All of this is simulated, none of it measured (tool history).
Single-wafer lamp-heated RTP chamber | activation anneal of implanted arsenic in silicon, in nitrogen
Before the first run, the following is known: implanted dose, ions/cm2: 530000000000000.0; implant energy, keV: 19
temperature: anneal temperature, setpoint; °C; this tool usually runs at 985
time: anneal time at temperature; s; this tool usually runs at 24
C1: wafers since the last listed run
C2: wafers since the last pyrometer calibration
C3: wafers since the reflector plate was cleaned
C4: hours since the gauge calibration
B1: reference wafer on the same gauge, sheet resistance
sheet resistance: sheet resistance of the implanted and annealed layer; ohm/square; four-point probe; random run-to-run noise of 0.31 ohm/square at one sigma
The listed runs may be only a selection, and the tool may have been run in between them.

{"run": 1, "hour": 0.0, "temperature": 985, "time": 24, "C1": 0, "C2": 856, "C3": 8400, "C4": 458.3, "B1": 188.04, "sheet resistance": 205.08}
{"run": 2, "hour": 95.4, "temperature": 985, "time": 24, "C1": 852, "C2": 1709, "C3": 9253, "C4": 553.7, "B1": 187.93, "sheet resistance": 203.64}
{"run": 3, "hour": 115.1, "temperature": 985, "time": 24, "C1": 176, "C2": 1885, "C3": 9429, "C4": 573.4, "B1": 188.06, "sheet resistance": 204.18}
{"hour": 140.6, "done": "pyrometer window cleaned and pyrometer calibrated"}
{"run": 4, "hour": 141.1, "temperature": 985, "time": 24, "C1": 160, "C2": 4, "C3": 9590, "C4": 599.4, "B1": 187.98, "sheet resistance": 204.8}
{"run": 5, "hour": 172.5, "temperature": 985, "time": 24, "C1": 280, "C2": 285, "C3": 9871, "C4": 630.8, "B1": 188.08, "sheet resistance": 205.6}
{"run": 6, "hour": 188.0, "temperature": 985, "time": 24, "C1": 138, "C2": 423, "C3": 10009, "C4": 646.3, "B1": 188.03, "sheet resistance": 204.98}
{"run": 7, "hour": 207.9, "temperature": 985, "time": 24, "C1": 177, "C2": 601, "C3": 10187, "C4": 666.2, "B1": 188.02, "sheet resistance": 204.34}
{"run": 8, "hour": 225.6, "temperature": 985, "time": 24, "C1": 158, "C2": 760, "C3": 10345, "C4": 683.9, "B1": 187.97, "sheet resistance": 204.4}
{"run": 9, "hour": 246.4, "temperature": 985, "time": 24, "C1": 185, "C2": 946, "C3": 10531, "C4": 704.7, "B1": 187.99, "sheet resistance": 204.99}
{"run": 10, "hour": 275.1, "temperature": 985, "time": 24, "C1": 256, "C2": 1202, "C3": 10788, "C4": 733.4, "B1": 187.97, "sheet resistance": 204.43}
{"run": 11, "hour": 299.9, "temperature": 985, "time": 24, "C1": 221, "C2": 1424, "C3": 11010, "C4": 758.2, "B1": 188.06, "sheet resistance": 204.94}
{"run": 12, "hour": 314.0, "temperature": 985, "time": 24, "C1": 126, "C2": 1550, "C3": 11136, "C4": 772.3, "B1": 188.02, "sheet resistance": 204.65}
{"run": 13, "hour": 336.0, "temperature": 985, "time": 24, "C1": 196, "C2": 1747, "C3": 11333, "C4": 794.3, "B1": 187.92, "sheet resistance": 204.02}
{"hour": 364.8, "done": "pyrometer window cleaned and pyrometer calibrated"}
{"run": 14, "hour": 365.3, "temperature": 985, "time": 24, "C1": 190, "C2": 4, "C3": 11523, "C4": 823.6, "B1": 188.02, "sheet resistance": 205.01}
{"run": 15, "hour": 379.7, "temperature": 985, "time": 24, "C1": 128, "C2": 133, "C3": 11652, "C4": 838, "B1": 187.99, "sheet resistance": 205.84}
{"run": 16, "hour": 414.2, "temperature": 985, "time": 24, "C1": 308, "C2": 441, "C3": 11960, "C4": 872.5, "B1": 188, "sheet resistance": 205.22}
{"run": 17, "hour": 443.1, "temperature": 985, "time": 24, "C1": 258, "C2": 700, "C3": 12219, "C4": 901.4, "B1": 188.01, "sheet resistance": 205.06}
{"run": 18, "hour": 473.4, "temperature": 957, "time": 30, "C1": 270, "C2": 970, "C3": 12489, "C4": 931.7, "B1": 187.99, "sheet resistance": 207.23}
{"hour": 475.0, "done": "gauge calibrated"}
{"run": 19, "hour": 508.7, "temperature": 976, "time": 13, "C1": 315, "C2": 1286, "C3": 12805, "C4": 33.7, "B1": 188.01, "sheet resistance": 208.75}
{"run": 20, "hour": 530.6, "temperature": 985, "time": 24, "C1": 195, "C2": 1482, "C3": 13001, "C4": 55.6, "B1": 188.02, "sheet resistance": 203.91}
{"run": 21, "hour": 547.4, "temperature": 1011, "time": 20, "C1": 150, "C2": 1632, "C3": 13151, "C4": 72.4, "B1": 187.97, "sheet resistance": 201.64}
{"run": 22, "hour": 573.9, "temperature": 985, "time": 37, "C1": 236, "C2": 1869, "C3": 13388, "C4": 98.9, "B1": 187.97, "sheet resistance": 200.9}
{"run": 23, "hour": 592.7, "temperature": 970, "time": 34, "C1": 168, "C2": 2037, "C3": 13556, "C4": 117.7, "B1": 188.02, "sheet resistance": 203.45}
{"hour": 611.2, "done": "pyrometer window cleaned and pyrometer calibrated"}
{"run": 24, "hour": 611.7, "temperature": 960, "time": 18, "C1": 98, "C2": 4, "C3": 13654, "C4": 136.7, "B1": 187.98, "sheet resistance": 209.38}
{"run": 25, "hour": 636.6, "temperature": 961, "time": 15, "C1": 222, "C2": 227, "C3": 13877, "C4": 161.6, "B1": 187.97, "sheet resistance": 209.76}
{"hour": 645.9, "done": "reflector plate cleaned"}
{"run": 26, "hour": 665.9, "temperature": 970, "time": 24, "C1": 190, "C2": 417, "C3": 178, "C4": 190.9, "B1": 188.02, "sheet resistance": 206.52}
{"run": 27, "hour": 683.9, "temperature": 1015, "time": 38, "C1": 160, "C2": 578, "C3": 339, "C4": 208.9, "B1": 188.03, "sheet resistance": 196.7}
{"run": 28, "hour": 704.3, "temperature": 963, "time": 17, "C1": 182, "C2": 761, "C3": 521, "C4": 229.3, "B1": 188, "sheet resistance": 208.89}
{"run": 29, "hour": 793.4, "temperature": 1004, "time": 18, "C1": 796, "C2": 1557, "C3": 1318, "C4": 318.4, "B1": 188.01, "sheet resistance": 203.19}
{"run": 30, "hour": 821.4, "temperature": 985, "time": 24, "C1": 250, "C2": 1808, "C3": 1568, "C4": 346.4, "B1": 187.96, "sheet resistance": 203.31}
{"run": 31, "hour": 836.7, "temperature": 1015, "time": 38, "C1": 136, "C2": 1944, "C3": 1705, "C4": 361.7, "B1": 188.04, "sheet resistance": 195.18}
{"hour": 853.8, "done": "pyrometer window cleaned and pyrometer calibrated"}
{"run": 32, "hour": 857.7, "temperature": 1006, "time": 24, "C1": 116, "C2": 34, "C3": 1821, "C4": 382.7, "B1": 188, "sheet resistance": 202.56}
{"run": 33, "hour": 888.8, "temperature": 969, "time": 10, "C1": 278, "C2": 312, "C3": 2100, "C4": 413.8, "B1": 187.97, "sheet resistance": 210.66}
{"run": 34, "hour": 922.5, "temperature": 985, "time": 24, "C1": 301, "C2": 613, "C3": 2401, "C4": 447.5, "B1": 188.04, "sheet resistance": 204.55}
{"run": 35, "hour": 935.7, "temperature": 973, "time": 24, "C1": 118, "C2": 731, "C3": 2519, "C4": 460.7, "B1": 187.94, "sheet resistance": 207.11}
{"run": 36, "hour": 957.6, "temperature": 985, "time": 14, "C1": 195, "C2": 927, "C3": 2715, "C4": 482.6, "B1": 188.03, "sheet resistance": 207.14}
{"run": 37, "hour": 974.4, "temperature": 957, "time": 15, "C1": 150, "C2": 1077, "C3": 2865, "C4": 499.4, "B1": 187.99, "sheet resistance": 209.62}

Subtracting, for every run, the result it would have given without the tool's unlogged condition from the measured result gives the following. The same run-to-run variation enters both numbers; the gauge's scatter may not:
Hidden state present: true wafer temperature minus pyrometer reading, K; wafer temperature error from the tarnished reflector plate, K; gauge reads high (%).
run=1 sheet_resistance=-0.87
run=2 sheet_resistance=-1.56
run=3 sheet_resistance=-1.72
run=4 sheet_resistance=-0.16
run=5 sheet_resistance=-0.37
run=6 sheet_resistance=-0.48
run=7 sheet_resistance=-0.62
run=8 sheet_resistance=-0.75
run=9 sheet_resistance=-0.9
run=10 sheet_resistance=-1.1
run=11 sheet_resistance=-1.29
run=12 sheet_resistance=-1.39
run=13 sheet_resistance=-1.55
run=14 sheet_resistance=-0.11
run=15 sheet_resistance=-0.2
run=16 sheet_resistance=-0.44
run=17 sheet_resistance=-0.65
run=18 sheet_resistance=-0.51
run=19 sheet_resistance=-0.74
run=20 sheet_resistance=-1.27
run=21 sheet_resistance=-1.68
run=22 sheet_resistance=-1.98
run=23 sheet_resistance=-1.73
run=24 sheet_resistance=-0.06
run=25 sheet_resistance=-0.2
run=26 sheet_resistance=-0.38
run=27 sheet_resistance=-0.91
run=28 sheet_resistance=-0.53
run=29 sheet_resistance=-1.45
run=30 sheet_resistance=-1.57
run=31 sheet_resistance=-2.66
run=32 sheet_resistance=-0.07
run=33 sheet_resistance=-0.19
run=34 sheet_resistance=-0.5
run=35 sheet_resistance=-0.52
run=36 sheet_resistance=-0.56
run=37 sheet_resistance=-0.68
